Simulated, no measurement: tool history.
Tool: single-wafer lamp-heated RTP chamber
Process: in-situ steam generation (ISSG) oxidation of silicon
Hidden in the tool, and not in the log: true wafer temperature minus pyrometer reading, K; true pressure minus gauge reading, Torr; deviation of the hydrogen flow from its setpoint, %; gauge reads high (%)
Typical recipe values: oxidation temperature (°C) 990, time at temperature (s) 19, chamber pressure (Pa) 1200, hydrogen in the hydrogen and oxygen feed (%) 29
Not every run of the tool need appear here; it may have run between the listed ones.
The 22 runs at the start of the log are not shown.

run,hour,oxidation temperature (°C),time at temperature (s),chamber pressure (Pa),hydrogen in the hydrogen and oxygen feed (%),wafers since the last listed run,wafers since the last pyrometer calibration,hours since the pressure gauge was zeroed,hours since the hydrogen flow controller was replaced,hours since the gauge calibration,"read-back reference wafer on the same gauge, thickness",oxide thickness on the monitor wafer (nm)
23,1109.4,1009,16,1080,32,264,1021,923.4,932.6,511.1,4.718,5.226
24,1148.5,975,22,1267,23,355,1377,962.5,971.7,550.2,4.722,4.834
25,1213.9,990,19,1200,29,594,1971,1027.9,1037.1,615.6,4.721,5.136
26,1412.9,1002,14,1360,29,1809,3781,1226.9,1236.1,814.6,4.717,4.606
27,1480.5,990,19,1040,29,614,4396,1294.5,1303.7,882.2,4.716,5.252
28,1544.3,984,19,1307,29,580,4976,1358.3,1367.5,946.0,4.724,5.004
29,1592.4,990,19,1200,29,437,5414,1406.4,1415.6,994.1,4.719,5.271
30,1617.2,990,19,1200,29,225,5639,1431.2,1440.4,1018.9,4.722,5.218

Below are 5 alternative next runs, each starting from the tool's condition after run 30. Predict each:
A,1617.6,990,19,1200,23,3,5643,1431.6,1440.8,1019.3,?,?
B,1617.6,990,25,1360,19,3,5643,1431.6,1440.8,1019.3,?,?
C,1617.6,973,25,1080,29,3,5643,1431.6,1440.8,1019.3,?,?
D,1617.6,990,25,1107,32,3,5643,1431.6,1440.8,1019.3,?,?
E,1617.6,990,23,1200,29,3,5643,1431.6,1440.8,1019.3,?,?

run,"read-back reference wafer on the same gauge, thickness",oxide thickness on the monitor wafer (nm)
A,4.718,4.948
B,4.718,5.300
C,4.718,5.593
D,4.718,6.137
E,4.718,5.704
Without the tool's hidden state the same runs would have given:
run,oxide thickness on the monitor wafer (nm)
A,4.784
B,5.111
C,5.410
D,5.916
E,5.504
